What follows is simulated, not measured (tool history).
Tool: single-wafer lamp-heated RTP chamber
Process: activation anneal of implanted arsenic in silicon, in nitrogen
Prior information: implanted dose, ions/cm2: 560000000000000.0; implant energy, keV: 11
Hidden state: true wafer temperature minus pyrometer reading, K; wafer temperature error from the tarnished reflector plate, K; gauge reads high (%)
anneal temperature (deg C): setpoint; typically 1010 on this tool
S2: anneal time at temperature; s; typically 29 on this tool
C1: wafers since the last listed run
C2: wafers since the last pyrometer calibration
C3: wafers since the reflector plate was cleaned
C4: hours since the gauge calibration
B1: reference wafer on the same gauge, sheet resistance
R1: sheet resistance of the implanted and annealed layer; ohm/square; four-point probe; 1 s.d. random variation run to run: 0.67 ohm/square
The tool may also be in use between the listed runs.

run 1 hour=0.0 | anneal_temperature_(deg_C)=1010 S2=29 | C1=0 C2=4735 C3=8602 C4=688.8 | B1=238.48 | R1=216.93
run 2 hour=37.6 | anneal_temperature_(deg_C)=1010 S2=29 | C1=417 C2=5152 C3=9019 C4=726.4 | B1=238.33 | R1=216.73
run 3 hour=97.5 | anneal_temperature_(deg_C)=1001 S2=29 | C1=664 C2=5817 C3=9684 C4=786.3 | B1=238.07 | R1=218.68
run 4 hour=133.3 | anneal_temperature_(deg_C)=1010 S2=29 | C1=397 C2=6214 C3=10081 C4=822.1 | B1=238.07 | R1=216.08
run 5 hour=162.7 | anneal_temperature_(deg_C)=1010 S2=29 | C1=326 C2=6541 C3=10407 C4=851.5 | B1=237.90 | R1=215.48
run 6 hour=224.2 | anneal_temperature_(deg_C)=1010 S2=29 | C1=682 C2=7223 C3=11090 C4=913.0 | B1=237.69 | R1=215.90
run 7 hour=263.5 | anneal_temperature_(deg_C)=1010 S2=29 | C1=436 C2=7659 C3=11526 C4=952.3 | B1=237.48 | R1=214.73
run 8 hour=327.2 | anneal_temperature_(deg_C)=1010 S2=29 | C1=706 C2=8366 C3=12233 C4=1016.0 | B1=237.06 | R1=215.02
run 9 hour=384.0 | anneal_temperature_(deg_C)=1010 S2=29 | C1=630 C2=8997 C3=12864 C4=1072.8 | B1=236.83 | R1=214.20
-- hour=398.1 reflector plate cleaned
-- hour=420.9 pyrometer window cleaned and pyrometer calibrated
run 10 hour=436.1 | anneal_temperature_(deg_C)=991 S2=29 | C1=400 C2=168 C3=333 C4=1124.9 | B1=236.58 | R1=221.26
run 11 hour=477.5 | anneal_temperature_(deg_C)=991 S2=29 | C1=459 C2=627 C3=792 C4=1166.3 | B1=236.33 | R1=219.33
run 12 hour=515.1 | anneal_temperature_(deg_C)=1010 S2=29 | C1=417 C2=1045 C3=1210 C4=1203.9 | B1=236.19 | R1=213.15
run 13 hour=565.9 | anneal_temperature_(deg_C)=1010 S2=29 | C1=563 C2=1609 C3=1774 C4=1254.7 | B1=235.83 | R1=213.35
run 14 hour=625.9 | anneal_temperature_(deg_C)=1010 S2=29 | C1=665 C2=2275 C3=2439 C4=1314.7 | B1=235.40 | R1=213.94
run 15 hour=691.4 | anneal_temperature_(deg_C)=1010 S2=29 | C1=726 C2=3002 C3=3166 C4=1380.2 | B1=234.93 | R1=213.34
run 16 hour=727.7 | anneal_temperature_(deg_C)=1010 S2=29 | C1=402 C2=3404 C3=3569 C4=1416.5 | B1=234.91 | R1=212.37
-- hour=748.9 gauge calibrated
run 17 hour=756.3 | anneal_temperature_(deg_C)=1010 S2=29 | C1=317 C2=3722 C3=3887 C4=7.4 | B1=240.26 | R1=218.07
run 18 hour=790.4 | anneal_temperature_(deg_C)=1010 S2=29 | C1=378 C2=4100 C3=4265 C4=41.5 | B1=240.14 | R1=217.27
run 19 hour=820.6 | anneal_temperature_(deg_C)=1010 S2=38 | C1=335 C2=4435 C3=4600 C4=71.7 | B1=240.13 | R1=213.47
run 20 hour=853.4 | anneal_temperature_(deg_C)=1010 S2=29 | C1=364 C2=4800 C3=4964 C4=104.5 | B1=240.07 | R1=217.42

Expected results for the next run?
run 21 hour=921.2 | anneal_temperature_(deg_C)=993 S2=13 | C1=752 C2=5552 C3=5717 C4=172.3 | B1=? | R1=?

B1: 239.98
R1: 230.74 ohm/square
Take away the tool's hidden state, keep the run-to-run variation as it was, and the same run would have given R1 230.71 ohm/square.
